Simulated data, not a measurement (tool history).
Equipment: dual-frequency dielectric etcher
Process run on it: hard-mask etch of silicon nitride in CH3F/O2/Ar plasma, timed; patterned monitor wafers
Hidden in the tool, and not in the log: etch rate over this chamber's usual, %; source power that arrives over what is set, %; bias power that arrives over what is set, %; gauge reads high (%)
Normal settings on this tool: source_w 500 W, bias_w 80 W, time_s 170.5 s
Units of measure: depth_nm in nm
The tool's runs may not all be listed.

run	hour	source_w	bias_w	time_s	wafers since the last listed run	hours since the last wet clean	hours since the last source power generator calibration	hours since the last bias power generator calibration	hours since the last upper electrode change	hours since the gauge calibration	read-back reference wafer on the same gauge, depth_nm	depth_nm
1	0	580	80	148	0	239.1	2094.2	2768.3	5371.3	186.8	119	117.5
2	12.2	500	67	170.5	50	251.3	2106.4	2780.5	5383.5	199	118.9	122.1
3	20.1	500	80	170.5	32	259.2	2114.3	2788.4	5391.4	206.9	118.9	126.4
4	36.3	500	80	204	66	275.4	2130.5	2804.6	5407.6	223.1	119	150.8
5	49.7	500	80	204	55	288.8	2143.9	2818	5421	236.5	119.1	150.6
6	60	500	80	170.5	42	299.1	2154.2	2828.3	5431.3	246.8	119	125.9
7	72.6	500	80	170.5	51	311.7	2166.8	2840.9	5443.9	259.4	119	125.3
8	119.2	500	80	170.5	192	358.3	2213.4	2887.5	5490.5	306	118.9	125.5
9	129	500	80	170.5	40	368.1	2223.2	2897.3	5500.3	315.8	119	125.9
10	143.9	500	80	170.5	61	383	2238.1	2912.2	5515.2	330.7	119.1	125.1
11	150.9	500	80	170.5	28	390	2245.1	2919.2	5522.2	337.7	119	125.5
# hour 159.5: source power generator calibrated
12	160	500	80	170.5	21	399.1	0.5	2928.3	5531.3	346.8	118.9	125.5
13	167.3	430	90	206	30	406.4	7.8	2935.6	5538.6	354.1	119	144.3
# hour 168.4: gauge calibrated
14	175.5	620	95	154	33	414.6	16	2943.8	5546.8	7.1	118.9	130
# hour 201.8: wet clean of the chamber
15	202.3	590	80	170.5	11	0.5	42.8	2970.6	5573.6	33.9	119	137.4
16	202.7	600	80	170.5	1	0.9	43.2	2971	5574	34.3	119	138.1
17	203.1	620	95	154	1	1.3	43.6	2971.4	5574.4	34.7	119.1	132.5
# hour 209.9: bias power generator calibrated
# hour 237.1: upper electrode replaced
18	237.6	610	97	199.5	26	35.8	78.1	27.7	0.5	69.2	118.9	170.6
19	258	470	66	214.5	84	56.2	98.5	48.1	20.9	89.6	119.1	149.8
20	269.6	500	80	170.5	47	67.8	110.1	59.7	32.5	101.2	118.9	127.1
21	285.7	500	80	156	66	83.9	126.2	75.8	48.6	117.3	119	116.4
22	294.6	500	80	170.5	36	92.8	135.1	84.7	57.5	126.2	119.1	127.2
23	308	390	67	211	55	106.2	148.5	98.1	70.9	139.6	119	133.9
24	322.9	500	75	148	61	121.1	163.4	113	85.8	154.5	119	108.4
25	337.8	500	80	170.5	61	136	178.3	127.9	100.7	169.4	119.1	126.5

Take each entry between the runs: how does the hidden state at the last listed run before it differ from the hidden state at the first listed run after it?
In the gap between runs 11 and 12: source power generator calibrated (hour 159.5)
  etch rate over this chamber's usual, %: -2.09 -> -2.15
  measured value less the no-hidden-state value, depth_nm: -2.7 -> -2.8 nm
In the gap between runs 13 and 14: gauge calibrated (hour 168.4)
  etch rate over this chamber's usual, %: -2.19 -> -2.23
  measured value less the no-hidden-state value, depth_nm: -3.2 -> -2.9 nm
In the gap between runs 14 and 15: wet clean of the chamber (hour 201.8)
  etch rate over this chamber's usual, %: -2.23 -> -0.248
  measured value less the no-hidden-state value, depth_nm: -2.9 -> -0.3 nm
In the gap between runs 17 and 18: bias power generator calibrated (hour 209.9); upper electrode replaced (hour 237.1)
  etch rate over this chamber's usual, %: -0.253 -> -0.445
  measured value less the no-hidden-state value, depth_nm: -0.4 -> -0.7 nm
